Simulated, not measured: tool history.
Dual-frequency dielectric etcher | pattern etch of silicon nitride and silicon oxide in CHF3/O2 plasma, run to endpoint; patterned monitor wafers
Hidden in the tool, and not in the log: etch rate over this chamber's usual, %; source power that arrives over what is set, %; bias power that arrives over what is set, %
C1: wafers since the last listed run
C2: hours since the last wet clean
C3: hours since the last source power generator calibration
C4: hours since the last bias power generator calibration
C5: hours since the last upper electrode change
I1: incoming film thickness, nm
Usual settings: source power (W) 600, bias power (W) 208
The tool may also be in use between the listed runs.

Run 1, hour 0: usual settings but bias power (W) 246; C1 0; C2 68.1; C3 183.7; C4 1388.3; C5 4622.8; I1 223.2. Result: endpoint time (s) 126.2.
Run 2, hour 97.3: usual settings but bias power (W) 246; C1 875; C2 165.4; C3 281; C4 1485.6; C5 4720.1; I1 221.2. Result: endpoint time (s) 124.2.
Run 3, hour 204.4: usual settings but source power (W) 660; C1 963; C2 272.5; C3 388.1; C4 1592.7; C5 4827.2; I1 224.1. Result: endpoint time (s) 131.1.
Run 4, hour 284: usual settings; C1 715; C2 352.1; C3 467.7; C4 1672.3; C5 4906.8; I1 220.4. Result: endpoint time (s) 134.4.
Run 5, hour 357.5: usual settings; C1 661; C2 425.6; C3 541.2; C4 1745.8; C5 4980.3; I1 224.9. Result: endpoint time (s) 137.
Run 6, hour 395.4: usual settings; C1 340; C2 463.5; C3 579.1; C4 1783.7; C5 5018.2; I1 223.7. Result: endpoint time (s) 135.7.
Run 7, hour 497.2: usual settings; C1 915; C2 565.3; C3 680.9; C4 1885.5; C5 5120; I1 221.9. Result: endpoint time (s) 133.7.
Run 8, hour 535.7: usual settings; C1 346; C2 603.8; C3 719.4; C4 1924; C5 5158.5; I1 221.9. Result: endpoint time (s) 133.8.
Run 9, hour 593.3: usual settings but source power (W) 520; C1 518; C2 661.4; C3 777; C4 1981.6; C5 5216.1; I1 221.4. Result: endpoint time (s) 140.9.
At hour 603.8: bias power generator calibrated.
Run 10, hour 643.1: usual settings; C1 411; C2 711.2; C3 826.8; C4 39.3; C5 5265.9; I1 223.1. Result: endpoint time (s) 135.4.
Run 11, hour 739.2: usual settings but source power (W) 650, bias power (W) 173; C1 864; C2 807.3; C3 922.9; C4 135.4; C5 5362; I1 223.6. Result: endpoint time (s) 141.7.
At hour 835.1: wet clean of the chamber.
Run 12, hour 835.6: usual settings; C1 651; C2 0.5; C3 1019.3; C4 231.8; C5 5458.4; I1 220. Result: endpoint time (s) 135.1.
Run 13, hour 915.3: usual settings but source power (W) 740, bias power (W) 239; C1 716; C2 80.2; C3 1099; C4 311.5; C5 5538.1; I1 225.3. Result: endpoint time (s) 120.4.
Run 14, hour 1017.9: usual settings but bias power (W) 168; C1 922; C2 182.8; C3 1201.6; C4 414.1; C5 5640.7; I1 221.3. Result: endpoint time (s) 148.2.
Run 15, hour 1059.6: usual settings; C1 375; C2 224.5; C3 1243.3; C4 455.8; C5 5682.4; I1 221.4. Result: endpoint time (s) 135.9.
Run 16, hour 1145.5: usual settings but bias power (W) 182; C1 772; C2 310.4; C3 1329.2; C4 541.7; C5 5768.3; I1 220.8. Result: endpoint time (s) 143.2.
Run 17, hour 1202.9: usual settings but source power (W) 690, bias power (W) 225; C1 516; C2 367.8; C3 1386.6; C4 599.1; C5 5825.7; I1 221.7. Result: endpoint time (s) 124.1.
Run 18, hour 1307.7: usual settings but bias power (W) 239; C1 942; C2 472.6; C3 1491.4; C4 703.9; C5 5930.5; I1 221.8. Result: endpoint time (s) 127.9.
Run 19, hour 1405.6: usual settings but source power (W) 500, bias power (W) 233; C1 880; C2 570.5; C3 1589.3; C4 801.8; C5 6028.4; I1 223.5. Result: endpoint time (s) 140.5.
At hour 1424.6: source power generator calibrated.
Run 20, hour 1510.8: usual settings but source power (W) 500, bias power (W) 254; C1 910; C2 675.7; C3 86.2; C4 907; C5 6133.6; I1 224.2. Result: endpoint time (s) 137.2.
At hour 1539.4: bias power generator calibrated, repeated, since the last time left the tool worse.
At hour 1540.4: upper electrode replaced.
Run 21, hour 1592.8: usual settings; C1 693; C2 757.7; C3 168.2; C4 53.4; C5 52.4; I1 221.9. Result: endpoint time (s) 133.3.
At hour 1701: wet clean of the chamber.
Run 22, hour 1788.8: usual settings but source power (W) 650; C1 1546; C2 87.8; C3 364.2; C4 249.4; C5 248.4; I1 222.8. Result: endpoint time (s) 129.6.
Run 23, hour 1852.2: usual settings but source power (W) 650, bias power (W) 159; C1 570; C2 151.2; C3 427.6; C4 312.8; C5 311.8; I1 221.1. Result: endpoint time (s) 143.9.
Run 24, hour 1903: usual settings; C1 456; C2 202; C3 478.4; C4 363.6; C5 362.6; I1 221.7. Result: endpoint time (s) 133.2.
Run 25, hour 2010.5: usual settings but source power (W) 490, bias power (W) 223; C1 966; C2 309.5; C3 585.9; C4 471.1; C5 470.1; I1 220.6. Result: endpoint time (s) 140.2.
Run 26, hour 2072.6: usual settings but bias power (W) 163; C1 558; C2 371.6; C3 648; C4 533.2; C5 532.2; I1 220.8. Result: endpoint time (s) 146.9.
Run 27, hour 2112.4: usual settings but bias power (W) 257; C1 357; C2 411.4; C3 687.8; C4 573; C5 572; I1 221.8. Result: endpoint time (s) 121.9.
Run 28, hour 2211.2: usual settings but bias power (W) 176; C1 888; C2 510.2; C3 786.6; C4 671.8; C5 670.8; I1 222.5. Result: endpoint time (s) 143.4.
Run 29, hour 2317.9: usual settings but source power (W) 710, bias power (W) 190; C1 959; C2 616.9; C3 893.3; C4 778.5; C5 777.5; I1 220.1. Result: endpoint time (s) 128.6.
Run 30, hour 2359: usual settings but source power (W) 470, bias power (W) 158; C1 369; C2 658; C3 934.4; C4 819.6; C5 818.6; I1 225.8. Result: endpoint time (s) 168.7.
At hour 2454.8: wet clean of the chamber.
Run 31, hour 2455.3: usual settings but source power (W) 660, bias power (W) 178; C1 650; C2 0.5; C3 1030.7; C4 915.9; C5 914.9; I1 222.5. Result: endpoint time (s) 137.1.
Run 32, hour 2499.5: usual settings but source power (W) 680; C1 397; C2 44.7; C3 1074.9; C4 960.1; C5 959.1; I1 221.8. Result: endpoint time (s) 126.
Run 33, hour 2588.3: usual settings; C1 798; C2 133.5; C3 1163.7; C4 1048.9; C5 1047.9; I1 223.5. Result: endpoint time (s) 134.2.
Run 34, hour 2630.6: usual settings but bias power (W) 231; C1 380; C2 175.8; C3 1206; C4 1091.2; C5 1090.2; I1 222.2. Result: endpoint time (s) 128.2.

How the hidden state differs across the entries between the runs, from the last listed run before each to the first after it:
Between runs 9 and 10: bias power generator calibrated (hour 603.8)
  bias power that arrives over what is set, %: -2.45 -> -4.75
  measured less the result without the state, endpoint time (s): +1.4 -> +2.7
Between runs 11 and 12: wet clean of the chamber (hour 835.1)
  bias power that arrives over what is set, %: -5.05 -> -5.32
  measured less the result without the state, endpoint time (s): +2.8 -> +3
Between runs 19 and 20: source power generator calibrated (hour 1424.6)
  bias power that arrives over what is set, %: -6.37 -> -6.49
  measured less the result without the state, endpoint time (s): +4 -> +4
Between runs 20 and 21: bias power generator calibrated, repeated, since the last time left the tool worse (hour 1539.4); upper electrode replaced (hour 1540.4)
  bias power that arrives over what is set, %: -6.49 -> 0.162
  measured less the result without the state, endpoint time (s): +4 -> -0.1
Between runs 21 and 22: wet clean of the chamber (hour 1701)
  bias power that arrives over what is set, %: 0.162 -> -0.409
  measured less the result without the state, endpoint time (s): -0.1 -> +0.2
Between runs 30 and 31: wet clean of the chamber (hour 2454.8)
  bias power that arrives over what is set, %: -1.43 -> -1.54
  measured less the result without the state, endpoint time (s): +1 -> +0.8

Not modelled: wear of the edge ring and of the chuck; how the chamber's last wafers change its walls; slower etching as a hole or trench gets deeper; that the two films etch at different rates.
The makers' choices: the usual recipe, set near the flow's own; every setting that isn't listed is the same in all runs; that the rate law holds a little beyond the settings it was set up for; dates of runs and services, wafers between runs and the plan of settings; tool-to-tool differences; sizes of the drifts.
